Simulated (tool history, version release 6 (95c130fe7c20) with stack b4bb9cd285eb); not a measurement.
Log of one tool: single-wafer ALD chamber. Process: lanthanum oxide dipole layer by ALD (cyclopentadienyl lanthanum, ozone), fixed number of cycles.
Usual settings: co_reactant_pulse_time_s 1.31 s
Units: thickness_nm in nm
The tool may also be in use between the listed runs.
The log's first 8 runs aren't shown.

run    hour  co_reactant_pulse_time_s  read-back reference wafer on the same gauge, thickness_nm  thickness_nm
  9     400                      1.31                                                      0.658         0.478
 10   427.2                      1.31                                                      0.657         0.478
 11   456.4                      1.31                                                      0.657         0.479
 12     498                      1.47                                                      0.657         0.494
 13   546.3                      1.57                                                      0.658         0.505
 14     581                      1.06                                                      0.658          0.42
      599.2  -- ozone generator serviced, repeated, since the last time left the tool worse
 15   621.6                      0.95                                                      0.657         0.526
 16   684.9                      1.79                                                      0.657         0.607
 17   746.2                       1.1                                                      0.656         0.546
 18     779                      1.31                                                      0.656         0.561
 19   833.8                      0.94                                                      0.658         0.508
 20   901.4                      0.85                                                      0.658         0.481
 21   956.3                      1.81                                                      0.657         0.596
 22  1003.3                      0.89                                                      0.657         0.485

The next listed run, before its measurement:
 23  1058.6                       1.1                                                          ?             ?

Run 23 gave read-back reference wafer on the same gauge, thickness_nm 0.655, thickness_nm 0.525 nm.
Without the tool's hidden state the same run would have given thickness_nm 0.553 nm.

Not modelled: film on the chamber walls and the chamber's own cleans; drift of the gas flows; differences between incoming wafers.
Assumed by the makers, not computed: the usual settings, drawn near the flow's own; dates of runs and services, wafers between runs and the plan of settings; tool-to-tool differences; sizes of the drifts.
